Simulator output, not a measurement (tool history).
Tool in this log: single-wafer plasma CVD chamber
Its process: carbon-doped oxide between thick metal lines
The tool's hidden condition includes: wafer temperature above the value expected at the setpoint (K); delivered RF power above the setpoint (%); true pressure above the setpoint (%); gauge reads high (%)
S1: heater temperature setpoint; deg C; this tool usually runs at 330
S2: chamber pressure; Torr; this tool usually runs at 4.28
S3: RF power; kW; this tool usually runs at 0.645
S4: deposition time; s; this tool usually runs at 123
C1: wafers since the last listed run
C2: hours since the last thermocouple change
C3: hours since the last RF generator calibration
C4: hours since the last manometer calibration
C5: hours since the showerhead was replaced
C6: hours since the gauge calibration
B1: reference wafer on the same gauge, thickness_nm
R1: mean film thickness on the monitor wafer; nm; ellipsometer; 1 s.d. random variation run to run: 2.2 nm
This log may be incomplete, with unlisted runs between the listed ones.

run     day   S1    S2     S3   S4   C1      C2      C3      C4      C5     C6       B1       R1
  1       0  330  4.28  0.615  123    0  1661.5   977.4  3245.1  3578.4  188.6  681.311  692.425
  2   0.654  330  4.28  0.615  123  134  1677.2   993.1  3260.8  3594.1  204.3  681.816  691.052
  3   1.038  330  4.28  0.645  123   79  1686.4  1002.3    3270  3603.3  213.5  681.233  708.737
  4   1.679  330  4.28  0.645  123  132  1701.8  1017.7  3285.4  3618.7  228.9  680.818  703.116
  5    1.95  330  4.28  0.645  123   55  1708.3  1024.2  3291.9  3625.2  235.4  681.417  709.952
  6   2.225  330  4.28  0.645  123   56  1714.9  1030.8  3298.5  3631.8    242  680.844  712.061
      3.075  -- capacitance manometer re-zeroed and calibrated
  7   3.096  330  4.28  0.645  123  110  1735.8  1051.7     0.5  3652.7  262.9  679.618  707.573
        3.7  -- showerhead replaced
      3.954  -- gauge calibrated
      4.425  -- RF generator calibrated
      5.046  -- thermocouple changed; heater temperature recalibrated
  8   5.067  330  4.28  0.645  123  200     0.5    15.4    47.8    32.8   26.7  681.379  732.469
  9   5.458  330  4.81  0.645  123   80     9.9    24.8    57.2    42.2   36.1  680.113  744.255
 10   5.912  330  4.81  0.645  123   93    20.8    35.7    68.1    53.1     47  680.248  744.643
 11   6.304  330  4.28  0.645  123   80    30.2    45.1    77.5    62.5   56.4  680.522  731.032
 12   6.929  323  3.78  0.645  137  128    45.2    60.1    92.5    77.5   71.4  681.966  823.837
 13   7.625  335  4.28  0.645  123  143    61.9    76.8   109.2    94.2   88.1  681.322  719.971
 14   7.933  342  4.28   0.59  123   63    69.3    84.2   116.6   101.6   95.5  680.758  669.711
 15   8.312  325  4.73  0.595  130   78    78.4    93.3   125.7   110.7  104.6  680.815  767.402
 16   8.633  330  4.28  0.745  142   66    86.1     101   133.4   118.4  112.3  681.211    902.5
 17   9.175  330   5.3   0.58  123  111    99.1     114   146.4   131.4  125.3  681.944  714.302
 18   9.683  330  4.28  0.645  123  104   111.3   126.2   158.6   143.6  137.5  680.813  726.671
 19  10.017  330  4.28  0.645  123   68   119.3   134.2   166.6   151.6  145.5  680.275  728.175
 20  10.354  330  4.28  0.645  123   69   127.4   142.3   174.7   159.7  153.6  680.408  724.764
 21   10.95  330  3.58  0.645  123  122   141.7   156.6     189     174  167.9  680.515  709.391
 22  11.246  330  4.88  0.645  123   61   148.8   163.7   196.1   181.1    175  680.865  735.307
 23  11.721  320  4.79  0.645  123   98   160.2   175.1   207.5   192.5  186.4  680.789  764.417
 24  12.096  330  4.97  0.645  106   77   169.2   184.1   216.5   201.5  195.4  680.714  636.252
 25  12.612  330  4.28  0.645  123  106   181.6   196.5   228.9   213.9  207.8  680.538  726.739
 26  12.962  330  3.58  0.645  123   72     190   204.9   237.3   222.3  216.2   680.23  708.449
 27  13.246  330  4.28  0.645  123   58   196.8   211.7   244.1   229.1    223  680.939  724.424

What if the next run were any one of these 5? Each begins from the tool's condition after run 27:
  A  13.262  330  4.28  0.645  123   3  197.2  212.1  244.5  229.5  223.4   ?   ?
  B  13.262  323  5.05  0.705  123   3  197.2  212.1  244.5  229.5  223.4   ?   ?
  C  13.262  330   3.4   0.74  123   3  197.2  212.1  244.5  229.5  223.4   ?   ?
  D  13.262  330  4.28   0.71  123   3  197.2  212.1  244.5  229.5  223.4   ?   ?
  E  13.262  320  3.98   0.77  123   3  197.2  212.1  244.5  229.5  223.4   ?   ?

run      B1       R1
  A  681.08  724.441
  B  681.08  793.973
  C  681.08  753.798
  D  681.08   759.03
  E  681.08  812.846
With the hidden condition removed and each run's random variation left untouched, the same runs would have given:
run       R1
  A  741.098
  B  811.703
  C  770.631
  D  775.979
  E  830.998

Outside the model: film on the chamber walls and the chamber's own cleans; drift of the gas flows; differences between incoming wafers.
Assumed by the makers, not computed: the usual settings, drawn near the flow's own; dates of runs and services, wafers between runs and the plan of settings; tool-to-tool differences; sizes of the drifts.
